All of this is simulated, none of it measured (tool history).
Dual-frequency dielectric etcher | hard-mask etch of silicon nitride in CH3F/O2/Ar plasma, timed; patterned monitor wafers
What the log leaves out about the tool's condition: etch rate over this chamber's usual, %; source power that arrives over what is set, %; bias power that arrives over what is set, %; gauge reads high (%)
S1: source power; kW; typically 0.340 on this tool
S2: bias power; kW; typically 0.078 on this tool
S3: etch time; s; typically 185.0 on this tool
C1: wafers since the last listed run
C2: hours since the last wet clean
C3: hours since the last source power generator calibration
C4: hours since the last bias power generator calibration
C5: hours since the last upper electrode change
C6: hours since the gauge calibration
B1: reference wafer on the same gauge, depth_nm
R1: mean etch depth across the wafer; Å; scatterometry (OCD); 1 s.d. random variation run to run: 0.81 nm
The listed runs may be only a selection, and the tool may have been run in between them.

run	hour	S1	S2	S3	C1	C2	C3	C4	C5	C6	B1	R1
1	0.0	0.340	0.078	185.0	0	0.5	39.0	2270.4	20.2	484.8	125.0	1152
2	0.3	0.340	0.078	185.0	2	0.8	39.3	2270.7	20.5	485.1	124.8	1170
3	0.7	0.340	0.078	185.0	2	1.2	39.7	2271.1	20.9	485.5	125.2	1166
4	15.3	0.340	0.078	185.0	102	15.8	54.3	2285.7	35.5	500.1	125.3	1172
5	25.6	0.340	0.062	140.5	72	26.1	64.6	2296.0	45.8	510.4	125.3	832
6	41.9	0.340	0.078	185.0	114	42.4	80.9	2312.3	62.1	526.7	125.0	1181
7	58.2	0.340	0.078	185.0	114	58.7	97.2	2328.6	78.4	543.0	125.0	1164
8	68.6	0.320	0.078	185.0	72	69.1	107.6	2339.0	88.8	553.4	124.5	1150
# hour 74.5: gauge calibrated
9	83.7	0.320	0.078	185.0	105	84.2	122.7	2354.1	103.9	9.2	124.5	1148
10	92.9	0.340	0.078	185.0	64	93.4	131.9	2363.3	113.1	18.4	124.6	1156
11	104.7	0.410	0.078	232.0	82	105.2	143.7	2375.1	124.9	30.2	125.2	1558
12	113.4	0.270	0.096	219.5	61	113.9	152.4	2383.8	133.6	38.9	124.8	1379
13	126.0	0.340	0.078	185.0	88	126.5	165.0	2396.4	146.2	51.5	124.4	1164
14	143.5	0.340	0.091	185.0	122	144.0	182.5	2413.9	163.7	69.0	125.0	1227
15	150.6	0.340	0.078	185.0	49	151.1	189.6	2421.0	170.8	76.1	125.0	1187
# hour 157.0: bias power generator calibrated
16	161.3	0.400	0.078	185.0	47	161.8	200.3	4.3	181.5	86.8	125.0	1226
17	170.1	0.280	0.072	135.5	61	170.6	209.1	13.1	190.3	95.6	125.3	782
18	177.6	0.310	0.086	159.5	52	178.1	216.6	20.6	197.8	103.1	125.2	1009
19	187.6	0.340	0.062	140.5	70	188.1	226.6	30.6	207.8	113.1	125.1	839
20	200.3	0.340	0.078	185.0	89	200.8	239.3	43.3	220.5	125.8	125.5	1156
21	209.5	0.380	0.078	156.0	64	210.0	248.5	52.5	229.7	135.0	125.1	1023
22	218.6	0.340	0.067	164.5	63	219.1	257.6	61.6	238.8	144.1	125.1	988
23	271.0	0.340	0.078	185.0	367	271.5	310.0	114.0	291.2	196.5	125.5	1157
24	285.3	0.410	0.088	148.5	100	285.8	324.3	128.3	305.5	210.8	124.8	1021
25	302.0	0.340	0.078	159.0	117	302.5	341.0	145.0	322.2	227.5	125.1	1006
26	314.1	0.370	0.078	185.0	84	314.6	353.1	157.1	334.3	239.6	125.1	1202
27	324.8	0.290	0.078	185.0	75	325.3	363.8	167.8	345.0	250.3	125.0	1103
28	335.2	0.280	0.078	185.0	72	335.7	374.2	178.2	355.4	260.7	125.0	1094
29	344.5	0.320	0.097	185.0	65	345.0	383.5	187.5	364.7	270.0	125.1	1210
30	351.7	0.340	0.078	185.0	50	352.2	390.7	194.7	371.9	277.2	125.3	1172
31	361.1	0.340	0.059	221.5	65	361.6	400.1	204.1	381.3	286.6	125.1	1282

3 options for the next run, each taken on its own from the tool as it stands now. Forecast them:
A	361.6	0.340	0.078	137.0	3	362.1	400.6	204.6	381.8	287.1	?	?
B	361.6	0.380	0.059	208.0	3	362.1	400.6	204.6	381.8	287.1	?	?
C	361.6	0.340	0.086	168.5	3	362.1	400.6	204.6	381.8	287.1	?	?

run	B1	R1
A	124.7	854
B	124.7	1233
C	124.7	1085
What these runs would have given with no unlogged condition in the tool:
run	R1
A	854
B	1233
C	1085
